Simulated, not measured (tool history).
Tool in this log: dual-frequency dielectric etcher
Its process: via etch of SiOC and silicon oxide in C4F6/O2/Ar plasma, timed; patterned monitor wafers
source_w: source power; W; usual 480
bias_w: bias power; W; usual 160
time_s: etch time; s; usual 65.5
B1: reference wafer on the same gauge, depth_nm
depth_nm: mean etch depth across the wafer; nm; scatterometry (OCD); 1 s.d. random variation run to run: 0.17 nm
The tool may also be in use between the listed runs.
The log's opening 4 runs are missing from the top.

Run 5, hour 316.5: usual settings but time_s 75.5 s; B1 92.5. Result: depth_nm 95.4 nm.
Run 6, hour 390.1: usual settings but bias_w 174 W; B1 92.4. Result: depth_nm 84.3 nm.
Run 7, hour 482.8: usual settings but bias_w 174 W; B1 92.2. Result: depth_nm 84.0 nm.
At hour 552.6: wet clean of the chamber.
Run 8, hour 580.3: usual settings but source_w 570 W, bias_w 133 W, time_s 83.5 s; B1 92.0. Result: depth_nm 106.2 nm.
At hour 650.7: source power generator calibrated.
At hour 655.6: upper electrode replaced.
Run 9, hour 669.5: usual settings but bias_w 136 W, time_s 72.5 s; B1 92.1. Result: depth_nm 88.2 nm.
Run 10, hour 777.1: usual settings but source_w 430 W; B1 91.8. Result: depth_nm 80.0 nm.
Run 11, hour 877.4: usual settings but bias_w 175 W, time_s 52.0 s; B1 91.8. Result: depth_nm 66.4 nm.
At hour 936.5: gauge calibrated.
Run 12, hour 950.6: usual settings; B1 93.5. Result: depth_nm 83.8 nm.
Run 13, hour 1042.3: usual settings; B1 93.4. Result: depth_nm 83.6 nm.
Run 14, hour 1141.1: usual settings but source_w 400 W; B1 93.5. Result: depth_nm 79.3 nm.
At hour 1199.1: wet clean of the chamber.
Run 15, hour 1199.6: usual settings but source_w 440 W, bias_w 146 W, time_s 74.5 s; B1 93.4. Result: depth_nm 91.4 nm.
Run 16, hour 1239.0: usual settings; B1 93.4. Result: depth_nm 83.4 nm.
Run 17, hour 1333.9: usual settings but source_w 430 W, bias_w 126 W, time_s 47.5 s; B1 93.4. Result: depth_nm 56.1 nm.
Run 18, hour 1425.1: usual settings; B1 93.4. Result: depth_nm 83.7 nm.
Run 19, hour 1497.5: usual settings; B1 93.4. Result: depth_nm 83.6 nm.

The next listed run, before its measurement:
Run 20, hour 1542.1: usual settings but source_w 390 W; B1 ?. Result: depth_nm ?.

Run 20 measured B1 93.3, depth_nm 78.8 nm.
Without the tool's hidden state the same run would have given depth_nm 78.8 nm.
